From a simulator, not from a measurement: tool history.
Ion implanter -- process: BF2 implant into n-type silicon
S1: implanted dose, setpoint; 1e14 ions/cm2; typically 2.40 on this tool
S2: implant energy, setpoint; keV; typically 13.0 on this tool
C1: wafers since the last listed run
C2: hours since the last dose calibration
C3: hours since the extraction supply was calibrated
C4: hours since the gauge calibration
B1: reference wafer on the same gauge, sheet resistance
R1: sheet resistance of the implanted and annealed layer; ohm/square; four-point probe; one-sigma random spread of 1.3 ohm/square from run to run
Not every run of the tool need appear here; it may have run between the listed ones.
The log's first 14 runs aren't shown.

run    hour    S1    S2    C1     C2      C3      C4      B1      R1
 15   815.4  2.70  17.0  1209  154.0   444.5  2066.9  508.14  468.83
 16   910.9  2.00  13.0  1494  249.5   540.0  2162.4  508.96  622.71
 17   966.0  2.82   9.0   862  304.6   595.1  2217.5  509.31  511.37
 18  1039.1  1.93  15.5  1144  377.7   668.2  2290.6  509.96  629.56
 19  1075.7  2.40  13.0   572  414.3   704.8  2327.2  510.06  535.37
 20  1284.8  3.10  13.0  3273  623.4   913.9  2536.3  511.94  440.49
 21  1375.4  2.40   9.5  1418  714.0  1004.5  2626.9  512.46  570.05
 22  1429.6  2.40  13.0   848  768.2  1058.7  2681.1  513.15  539.03
     1477.0  -- Faraday cup replaced and dose calibrated
 23  1490.2  2.19  11.5   823   13.2  1119.3  2741.7  513.86  593.95
 24  1579.4  2.19  17.0  1396  102.4  1208.5  2830.9  514.29  566.28
 25  1627.0  1.68  14.5   745  150.0  1256.1  2878.5  514.76  726.61
     1627.8  -- gauge calibrated
 26  1814.0  2.40  11.0  2927  337.0  1443.1   186.2  500.55  543.78
 27  1865.5  2.40  15.0   806  388.5  1494.6   237.7  500.61  514.32
 28  1924.2  2.40  15.5   918  447.2  1553.3   296.4  500.53  514.71
 29  2012.4  3.03  13.0  1380  535.4  1641.5   384.6  500.74  437.51
 30  2050.2  2.59  13.0   591  573.2  1679.3   422.4  500.87  495.32
 31  2141.8  2.72  13.0  1433  664.8  1770.9   514.0  500.99  478.04
 32  2368.0  2.94  13.0  3540  891.0  1997.1   740.2  501.30  448.66
 33  2439.6  3.08  13.0  1120  962.6  2068.7   811.8  501.60  432.44
     2489.1  -- Faraday cup replaced and dose calibrated
 34  2512.5  2.40  14.0  1015   23.4  2141.6   884.7  502.09  523.51
 35  2565.6  2.40  13.0   831   76.5  2194.7   937.8  502.11  530.38
 36  2645.2  2.40  13.0  1245  156.1  2274.3  1017.4  502.29  531.48
 37  2709.5  2.40  10.0  1006  220.4  2338.6  1081.7  502.48  554.73
 38  2789.2  2.98  13.0  1247  300.1  2418.3  1161.4  502.70  443.85

Branching from run 38: 3 alternative next runs. What would each branch give?
  A  2789.6  2.40  13.0   6  300.5  2418.7  1161.8   ?   ?
  B  2789.6  1.87  15.5   6  300.5  2418.7  1161.8   ?   ?
  C  2789.6  2.16  11.0   6  300.5  2418.7  1161.8   ?   ?

run      B1      R1
  A  502.76  530.15
  B  502.76  641.67
  C  502.76  593.90
What these runs would have given with no unlogged condition in the tool:
run      R1
  A  528.30
  B  639.43
  C  591.82

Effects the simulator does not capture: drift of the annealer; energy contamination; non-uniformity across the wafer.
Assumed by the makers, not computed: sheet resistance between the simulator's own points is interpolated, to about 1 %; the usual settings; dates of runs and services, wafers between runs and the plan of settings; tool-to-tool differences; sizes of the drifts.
